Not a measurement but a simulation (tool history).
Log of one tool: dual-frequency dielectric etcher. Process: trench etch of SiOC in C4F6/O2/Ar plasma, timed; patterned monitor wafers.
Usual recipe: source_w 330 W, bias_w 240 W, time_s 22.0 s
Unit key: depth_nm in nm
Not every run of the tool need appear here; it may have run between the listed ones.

run,hour,source_w,bias_w,time_s,wafers since the last listed run,hours since the last wet clean,hours since the last source power generator calibration,hours since the last bias power generator calibration,hours since the last upper electrode change,hours since the gauge calibration,"read-back reference wafer on the same gauge, depth_nm",depth_nm
1,0.0,370,197,22.0,0,192.6,1197.8,1826.3,3346.4,570.7,39.77,44.87
# hour 15.8: gauge calibrated
2,29.3,370,197,22.0,374,221.9,1227.1,1855.6,3375.7,13.5,39.80,44.74
3,69.3,370,197,22.0,511,261.9,1267.1,1895.6,3415.7,53.5,39.78,44.22
4,126.3,290,240,25.5,728,318.9,1324.1,1952.6,3472.7,110.5,39.81,46.47
5,175.7,290,240,25.5,631,368.3,1373.5,2002.0,3522.1,159.9,39.89,46.57
6,208.4,290,240,25.5,417,401.0,1406.2,2034.7,3554.8,192.6,39.76,46.60
7,384.6,330,240,22.0,2251,577.2,1582.4,2210.9,3731.0,368.8,39.73,43.01
# hour 449.7: wet clean of the chamber
8,450.2,330,240,22.0,531,0.5,1648.0,2276.5,3796.6,434.4,39.84,44.87
9,470.2,330,240,22.0,255,20.5,1668.0,2296.5,3816.6,454.4,39.70,44.26
# hour 487.2: source power generator calibrated
# hour 517.3: upper electrode replaced, of another model than before
10,517.8,390,211,22.0,250,68.1,30.6,2344.1,0.5,502.0,39.79,46.57
# hour 558.2: bias power generator calibrated
11,568.4,310,240,22.0,595,118.7,81.2,10.2,51.1,552.6,39.85,43.02
12,627.8,330,240,22.0,758,178.1,140.6,69.6,110.5,612.0,39.77,43.33
# hour 630.2: gauge calibrated
13,696.6,330,271,17.0,879,246.9,209.4,138.4,179.3,66.4,39.70,34.25
14,743.2,400,257,27.0,595,293.5,256.0,185.0,225.9,113.0,39.77,58.47
15,813.3,400,240,27.0,895,363.6,326.1,255.1,296.0,183.1,39.82,57.90
16,880.4,330,240,22.0,857,430.7,393.2,322.2,363.1,250.2,39.89,43.37
17,913.8,390,193,22.0,426,464.1,426.6,355.6,396.5,283.6,39.83,45.10
18,968.1,380,194,17.0,693,518.4,480.9,409.9,450.8,337.9,39.82,34.28

Alternative continuations, all from the tool just after run 18; predict every row:
A,968.5,330,264,22.0,5,518.8,481.3,410.3,451.2,338.3,?,?
B,968.5,400,184,16.0,5,518.8,481.3,410.3,451.2,338.3,?,?
C,968.5,300,196,22.0,5,518.8,481.3,410.3,451.2,338.3,?,?
D,968.5,270,216,25.5,5,518.8,481.3,410.3,451.2,338.3,?,?

run,"read-back reference wafer on the same gauge, depth_nm",depth_nm
A,39.82,44.38
B,39.82,33.20
C,39.82,40.98
D,39.82,46.10
Without the tool's hidden state the same runs would have given:
run,depth_nm
A,45.39
B,33.96
C,41.92
D,47.16

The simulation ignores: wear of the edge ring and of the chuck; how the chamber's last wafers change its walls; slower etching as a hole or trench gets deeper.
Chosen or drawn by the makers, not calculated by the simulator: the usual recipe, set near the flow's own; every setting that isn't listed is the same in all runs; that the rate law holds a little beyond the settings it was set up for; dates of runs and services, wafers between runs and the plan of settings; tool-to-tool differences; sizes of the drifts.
